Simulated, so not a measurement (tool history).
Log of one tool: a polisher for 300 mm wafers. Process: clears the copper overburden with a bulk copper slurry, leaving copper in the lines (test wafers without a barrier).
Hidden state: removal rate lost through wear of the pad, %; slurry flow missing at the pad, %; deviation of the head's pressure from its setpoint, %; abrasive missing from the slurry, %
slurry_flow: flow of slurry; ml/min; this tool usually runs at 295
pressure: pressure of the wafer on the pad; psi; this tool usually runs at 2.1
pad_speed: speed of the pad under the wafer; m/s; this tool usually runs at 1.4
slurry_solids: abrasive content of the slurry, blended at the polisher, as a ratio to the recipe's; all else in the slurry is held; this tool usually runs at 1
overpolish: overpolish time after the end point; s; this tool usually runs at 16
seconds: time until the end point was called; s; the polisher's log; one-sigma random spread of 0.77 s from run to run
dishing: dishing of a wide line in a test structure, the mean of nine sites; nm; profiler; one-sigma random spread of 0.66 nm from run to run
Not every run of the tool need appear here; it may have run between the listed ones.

run,hour,slurry_flow,pressure,pad_speed,slurry_solids,overpolish,wafers since the last listed run,wafers polished on this pad,hours since the slurry nozzle was cleaned,hours since the head pressure was calibrated,hours since the slurry blender was calibrated,"incoming thickness of the incoming film, nm",seconds,dishing
1,0,295,2.1,1.4,1,16,0,927,415.7,342,171,844,75.8,47.7
# hour 2: worn pad replaced by a new one
2,96,295,2.1,1.4,1,16,891,891,511.7,438,267,834.4,75.8,47.8
# hour 109.9: worn pad replaced by a new one
3,122.8,295,2.1,1.5,0.75,16,216,122,538.5,464.8,293.8,837.4,77.9,48.8
4,149.7,295,2.1,1.5,0.75,16,255,377,565.4,491.7,320.7,848.9,80.5,48.2
5,172.8,295,2.1,1.4,1,16,219,596,588.5,514.8,343.8,841.5,83,47.3
6,202.1,295,2.1,1.4,1,16,277,874,617.8,544.1,373.1,843.3,84.1,46.3
# hour 216.6: slurry blender recalibrated
# hour 224.6: worn pad replaced by a new one, repeated, since the last time left the tool worse
7,226.1,295,2.1,1.4,1,16,170,14,641.8,568.1,9.5,838.9,72.7,47.9
8,253.3,295,2.1,1.4,1,16,257,272,669,595.3,36.7,830.6,71.7,49.1
9,279.8,295,2.1,1.4,1,16,251,523,695.5,621.8,63.2,833.5,74.5,47.6
10,303.7,395,2.1,1.4,1,16,226,749,719.4,645.7,87.1,847,73.8,48.8
# hour 317.2: worn pad replaced by a new one
# hour 322.1: slurry nozzle cleaned
11,325.4,295,2.1,1.4,1.1,23,158,68,3.3,667.4,108.8,847.9,71.3,51.6
12,337.7,330,2.1,1.4,1,9,116,184,15.6,679.7,121.1,838.8,71.5,41.6
13,365.5,295,1.6,1.4,1,16,263,448,43.4,707.5,148.9,852.9,94.7,46.4
# hour 375.9: head pressure recalibrated
14,394.8,295,2.1,1.4,1,16,258,707,72.7,18.9,178.2,831.1,75.1,48.7
15,412.7,330,2.1,1.4,1,9,169,876,90.6,36.8,196.1,840.2,75.8,41.8
# hour 421.1: worn pad replaced by a new one
16,436.2,295,2.1,1.74,1,16,184,143,114.1,60.3,219.6,850.1,58.8,50.9
17,449.2,375,1.6,1.4,1.15,25,123,266,127.1,73.3,232.6,847.8,87.4,47.3
18,484.8,295,2.1,1.4,0.8,16,337,604,162.7,108.9,268.2,845.4,78.4,47.8

Each row is a separate what-if for the run after 18, all from the same tool condition, not one after another. Results?
A,485.2,295,2.1,1.4,0.75,16,3,608,163.1,109.3,268.6,829.7,?,?
B,485.2,200,2.1,1.4,1,16,3,608,163.1,109.3,268.6,829.7,?,?
C,485.2,295,2.8,1.58,1,16,3,608,163.1,109.3,268.6,829.7,?,?
D,485.2,295,2.5,1.4,1,23,3,608,163.1,109.3,268.6,829.7,?,?

run,seconds,dishing
A,78,49
B,78.2,48.9
C,51.9,53.4
D,64.3,53.1
What these runs would have given with no unlogged condition in the tool:
run,seconds,dishing
A,75,49.3
B,75.2,49.3
C,49.9,53.5
D,61.8,53.2
